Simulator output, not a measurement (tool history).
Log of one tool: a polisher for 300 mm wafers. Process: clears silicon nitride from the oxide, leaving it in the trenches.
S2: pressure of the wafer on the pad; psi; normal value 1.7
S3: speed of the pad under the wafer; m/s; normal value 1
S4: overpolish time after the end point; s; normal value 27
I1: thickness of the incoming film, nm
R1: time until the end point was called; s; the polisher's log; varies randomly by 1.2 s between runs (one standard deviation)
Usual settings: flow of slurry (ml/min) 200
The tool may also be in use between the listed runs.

{"run": 1, "hour": 0.0, "flow of slurry (ml/min)": 200, "S2": 2, "S3": 1, "S4": 27, "I1": 44.9, "R1": 104.1}
{"run": 2, "hour": 26.4, "flow of slurry (ml/min)": 200, "S2": 1.7, "S3": 1, "S4": 27, "I1": 44.4, "R1": 121.8}
{"hour": 36.4, "done": "worn pad replaced by a new one"}
{"run": 3, "hour": 45.6, "flow of slurry (ml/min)": 200, "S2": 1.3, "S3": 0.9, "S4": 27, "I1": 44.8, "R1": 152.8}
{"run": 4, "hour": 58.6, "flow of slurry (ml/min)": 200, "S2": 1.3, "S3": 0.9, "S4": 27, "I1": 45.2, "R1": 159}
{"run": 5, "hour": 80.9, "flow of slurry (ml/min)": 200, "S2": 1.7, "S3": 1, "S4": 34, "I1": 45.8, "R1": 115.4}
{"run": 6, "hour": 97.4, "flow of slurry (ml/min)": 200, "S2": 1.7, "S3": 1, "S4": 34, "I1": 44.3, "R1": 113.1}
{"run": 7, "hour": 111.4, "flow of slurry (ml/min)": 200, "S2": 1.5, "S3": 1.18, "S4": 27, "I1": 45.5, "R1": 109.9}
{"run": 8, "hour": 136.6, "flow of slurry (ml/min)": 200, "S2": 1.5, "S3": 1.18, "S4": 27, "I1": 45.5, "R1": 113.6}
{"run": 9, "hour": 154.9, "flow of slurry (ml/min)": 200, "S2": 1.5, "S3": 1.18, "S4": 27, "I1": 45.4, "R1": 111.6}
{"run": 10, "hour": 185.1, "flow of slurry (ml/min)": 250, "S2": 1.7, "S3": 1, "S4": 27, "I1": 44.8, "R1": 114.7}
{"run": 11, "hour": 204.3, "flow of slurry (ml/min)": 250, "S2": 1.7, "S3": 1, "S4": 27, "I1": 44.7, "R1": 118.2}
{"hour": 271.8, "done": "worn pad replaced by a new one"}
{"run": 12, "hour": 307.4, "flow of slurry (ml/min)": 250, "S2": 1.7, "S3": 1, "S4": 27, "I1": 45.3, "R1": 111.3}
{"run": 13, "hour": 342.9, "flow of slurry (ml/min)": 175, "S2": 1.7, "S3": 1, "S4": 27, "I1": 44.8, "R1": 124.9}
{"run": 14, "hour": 370.9, "flow of slurry (ml/min)": 200, "S2": 1.7, "S3": 1, "S4": 27, "I1": 44.6, "R1": 120.3}
{"run": 15, "hour": 394.3, "flow of slurry (ml/min)": 240, "S2": 2.2, "S3": 1, "S4": 27, "I1": 45, "R1": 94.2}
{"run": 16, "hour": 492.5, "flow of slurry (ml/min)": 135, "S2": 1.7, "S3": 1, "S4": 27, "I1": 45.3, "R1": 151.8}
{"hour": 522.2, "done": "worn pad replaced by a new one"}
{"run": 17, "hour": 526.1, "flow of slurry (ml/min)": 200, "S2": 1.7, "S3": 1, "S4": 27, "I1": 45, "R1": 116.6}
{"run": 18, "hour": 549.7, "flow of slurry (ml/min)": 200, "S2": 1.9, "S3": 1, "S4": 31, "I1": 44.3, "R1": 104.5}
{"hour": 575.8, "done": "head pressure recalibrated"}
{"run": 19, "hour": 576.3, "flow of slurry (ml/min)": 230, "S2": 1.3, "S3": 1.1, "S4": 18, "I1": 45.3, "R1": 133.5}
{"hour": 584.4, "done": "slurry nozzle cleaned"}
{"run": 20, "hour": 604.8, "flow of slurry (ml/min)": 175, "S2": 1.7, "S3": 1.26, "S4": 33, "I1": 45.1, "R1": 86.7}
{"run": 21, "hour": 630.0, "flow of slurry (ml/min)": 200, "S2": 1.7, "S3": 1, "S4": 16, "I1": 44.9, "R1": 108}
{"run": 22, "hour": 664.7, "flow of slurry (ml/min)": 225, "S2": 1.7, "S3": 1, "S4": 16, "I1": 45.6, "R1": 110.5}
{"run": 23, "hour": 698.7, "flow of slurry (ml/min)": 200, "S2": 2, "S3": 1.1, "S4": 27, "I1": 44.2, "R1": 90.9}
{"run": 24, "hour": 716.7, "flow of slurry (ml/min)": 230, "S2": 1.5, "S3": 1, "S4": 17, "I1": 45.8, "R1": 127}
{"run": 25, "hour": 744.5, "flow of slurry (ml/min)": 200, "S2": 1.7, "S3": 1, "S4": 32, "I1": 44.8, "R1": 119.2}
{"run": 26, "hour": 770.6, "flow of slurry (ml/min)": 200, "S2": 1.7, "S3": 1, "S4": 13, "I1": 45.3, "R1": 122.8}
{"run": 27, "hour": 800.5, "flow of slurry (ml/min)": 200, "S2": 1.7, "S3": 1, "S4": 27, "I1": 46, "R1": 124.4}
{"hour": 818.9, "done": "worn pad replaced by a new one"}
{"run": 28, "hour": 819.4, "flow of slurry (ml/min)": 200, "S2": 1.7, "S3": 1, "S4": 27, "I1": 44.8, "R1": 109.8}
{"run": 29, "hour": 839.3, "flow of slurry (ml/min)": 200, "S2": 1.7, "S3": 1, "S4": 13, "I1": 45.2, "R1": 110.4}
{"run": 30, "hour": 865.3, "flow of slurry (ml/min)": 200, "S2": 1.3, "S3": 1, "S4": 18, "I1": 45.7, "R1": 143.1}
{"run": 31, "hour": 886.2, "flow of slurry (ml/min)": 140, "S2": 2.2, "S3": 0.82, "S4": 13, "I1": 45.1, "R1": 126.1}
{"run": 32, "hour": 920.3, "flow of slurry (ml/min)": 200, "S2": 1.7, "S3": 1, "S4": 27, "I1": 44.9, "R1": 118.5}
{"run": 33, "hour": 947.5, "flow of slurry (ml/min)": 200, "S2": 1.2, "S3": 0.78, "S4": 27, "I1": 45.4, "R1": 208.9}
{"run": 34, "hour": 972.7, "flow of slurry (ml/min)": 260, "S2": 1.7, "S3": 1, "S4": 36, "I1": 45.3, "R1": 113.8}
{"run": 35, "hour": 994.1, "flow of slurry (ml/min)": 235, "S2": 1.7, "S3": 1, "S4": 27, "I1": 45.1, "R1": 119}
{"run": 36, "hour": 1021.0, "flow of slurry (ml/min)": 200, "S2": 1.2, "S3": 0.78, "S4": 27, "I1": 45, "R1": 212.9}
{"run": 37, "hour": 1055.0, "flow of slurry (ml/min)": 140, "S2": 1.7, "S3": 1, "S4": 40, "I1": 45.1, "R1": 138.5}

For each run, what was the tool's unlogged condition?
deviation of the head's pressure from its setpoint, %: 0 at every run
H1: removal rate lost through wear of the pad, %
H2: slurry flow missing at the pad, %
run=1 H1=9.95 H2=24.6
run=2 H1=11 H2=26.7
run=3 H1=1.57 H2=28.1
run=4 H1=2.1 H2=29
run=5 H1=3 H2=30.4
run=6 H1=3.67 H2=31.4
run=7 H1=4.23 H2=32.1
run=8 H1=5.25 H2=33.5
run=9 H1=5.99 H2=34.3
run=10 H1=7.21 H2=35.7
run=11 H1=7.99 H2=36.4
run=12 H1=3.22 H2=39.8
run=13 H1=4.65 H2=40.7
run=14 H1=5.78 H2=41.3
run=15 H1=6.73 H2=41.8
run=16 H1=10.7 H2=43.3
run=17 H1=0.473 H2=43.8
run=18 H1=1.43 H2=44
run=19 H1=2.5 H2=44.3
run=20 H1=3.65 H2=5.51
run=21 H1=4.67 H2=8.98
run=22 H1=6.07 H2=13.3
run=23 H1=7.45 H2=16.9
run=24 H1=8.17 H2=18.7
run=25 H1=9.3 H2=21.2
run=26 H1=10.4 H2=23.4
run=27 H1=11.6 H2=25.6
run=28 H1=0.826 H2=26.9
run=29 H1=1.63 H2=28.1
run=30 H1=2.68 H2=29.6
run=31 H1=3.53 H2=30.7
run=32 H1=4.9 H2=32.4
run=33 H1=6 H2=33.5
run=34 H1=7.02 H2=34.5
run=35 H1=7.88 H2=35.3
run=36 H1=8.97 H2=36.1
run=37 H1=10.3 H2=37.1
